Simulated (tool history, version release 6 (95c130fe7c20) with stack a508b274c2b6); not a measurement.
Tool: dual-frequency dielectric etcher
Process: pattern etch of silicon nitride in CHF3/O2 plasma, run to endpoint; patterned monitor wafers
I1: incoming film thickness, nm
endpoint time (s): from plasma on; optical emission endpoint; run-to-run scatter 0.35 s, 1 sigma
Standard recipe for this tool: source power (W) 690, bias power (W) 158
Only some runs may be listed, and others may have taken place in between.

run 1 hour=0.0 | source_power_(W)=690 bias_power_(W)=135 | I1=101.2 | endpoint_time_(s)=67.8
run 2 hour=16.7 | source_power_(W)=690 bias_power_(W)=158 | I1=99.5 | endpoint_time_(s)=63.3
run 3 hour=30.5 | source_power_(W)=690 bias_power_(W)=158 | I1=100.3 | endpoint_time_(s)=63.1
run 4 hour=37.2 | source_power_(W)=690 bias_power_(W)=158 | I1=100.0 | endpoint_time_(s)=63.4
run 5 hour=44.6 | source_power_(W)=690 bias_power_(W)=158 | I1=99.6 | endpoint_time_(s)=62.8
run 6 hour=54.3 | source_power_(W)=690 bias_power_(W)=158 | I1=99.0 | endpoint_time_(s)=62.5
run 7 hour=70.5 | source_power_(W)=690 bias_power_(W)=158 | I1=99.9 | endpoint_time_(s)=62.7
run 8 hour=79.8 | source_power_(W)=690 bias_power_(W)=158 | I1=100.6 | endpoint_time_(s)=63.0
run 9 hour=90.2 | source_power_(W)=690 bias_power_(W)=158 | I1=100.3 | endpoint_time_(s)=62.8
run 10 hour=106.6 | source_power_(W)=690 bias_power_(W)=158 | I1=100.0 | endpoint_time_(s)=63.4
run 11 hour=114.0 | source_power_(W)=690 bias_power_(W)=158 | I1=101.1 | endpoint_time_(s)=63.8
run 12 hour=125.9 | source_power_(W)=690 bias_power_(W)=158 | I1=100.4 | endpoint_time_(s)=63.3
-- hour=132.5 source power generator calibrated
-- hour=151.5 upper electrode replaced
-- hour=164.3 wet clean of the chamber
run 13 hour=164.8 | source_power_(W)=690 bias_power_(W)=158 | I1=99.7 | endpoint_time_(s)=65.6
run 14 hour=175.3 | source_power_(W)=690 bias_power_(W)=123 | I1=101.4 | endpoint_time_(s)=72.9
-- hour=194.1 bias power generator calibrated
run 15 hour=194.6 | source_power_(W)=810 bias_power_(W)=120 | I1=99.1 | endpoint_time_(s)=66.3
run 16 hour=201.6 | source_power_(W)=780 bias_power_(W)=169 | I1=100.7 | endpoint_time_(s)=60.5
run 17 hour=214.4 | source_power_(W)=690 bias_power_(W)=158 | I1=100.9 | endpoint_time_(s)=65.8
run 18 hour=221.7 | source_power_(W)=520 bias_power_(W)=186 | I1=100.3 | endpoint_time_(s)=70.9
run 19 hour=231.3 | source_power_(W)=850 bias_power_(W)=158 | I1=100.5 | endpoint_time_(s)=59.4
run 20 hour=239.5 | source_power_(W)=790 bias_power_(W)=169 | I1=99.3 | endpoint_time_(s)=59.4
run 21 hour=247.3 | source_power_(W)=690 bias_power_(W)=186 | I1=100.9 | endpoint_time_(s)=61.8
run 22 hour=264.0 | source_power_(W)=790 bias_power_(W)=169 | I1=100.5 | endpoint_time_(s)=59.7
run 23 hour=278.4 | source_power_(W)=630 bias_power_(W)=136 | I1=100.5 | endpoint_time_(s)=71.6
run 24 hour=285.0 | source_power_(W)=690 bias_power_(W)=172 | I1=99.3 | endpoint_time_(s)=63.0

5 ways to go on from here, each from the tool as it stands after run 24. What would each give?
run A hour=285.4 | source_power_(W)=690 bias_power_(W)=196 | I1=100.4 | endpoint_time_(s)=?
run B hour=285.4 | source_power_(W)=570 bias_power_(W)=143 | I1=100.4 | endpoint_time_(s)=?
run C hour=285.4 | source_power_(W)=630 bias_power_(W)=122 | I1=100.4 | endpoint_time_(s)=?
run D hour=285.4 | source_power_(W)=610 bias_power_(W)=135 | I1=100.4 | endpoint_time_(s)=?
run E hour=285.4 | source_power_(W)=820 bias_power_(W)=158 | I1=100.4 | endpoint_time_(s)=?

run=A endpoint_time_(s)=59.9
run=B endpoint_time_(s)=73.7
run=C endpoint_time_(s)=74.4
run=D endpoint_time_(s)=72.8
run=E endpoint_time_(s)=59.9
With the hidden condition removed and each run's random variation left untouched, the same runs would have given:
run=A endpoint_time_(s)=60.7
run=B endpoint_time_(s)=74.7
run=C endpoint_time_(s)=75.3
run=D endpoint_time_(s)=73.8
run=E endpoint_time_(s)=60.6
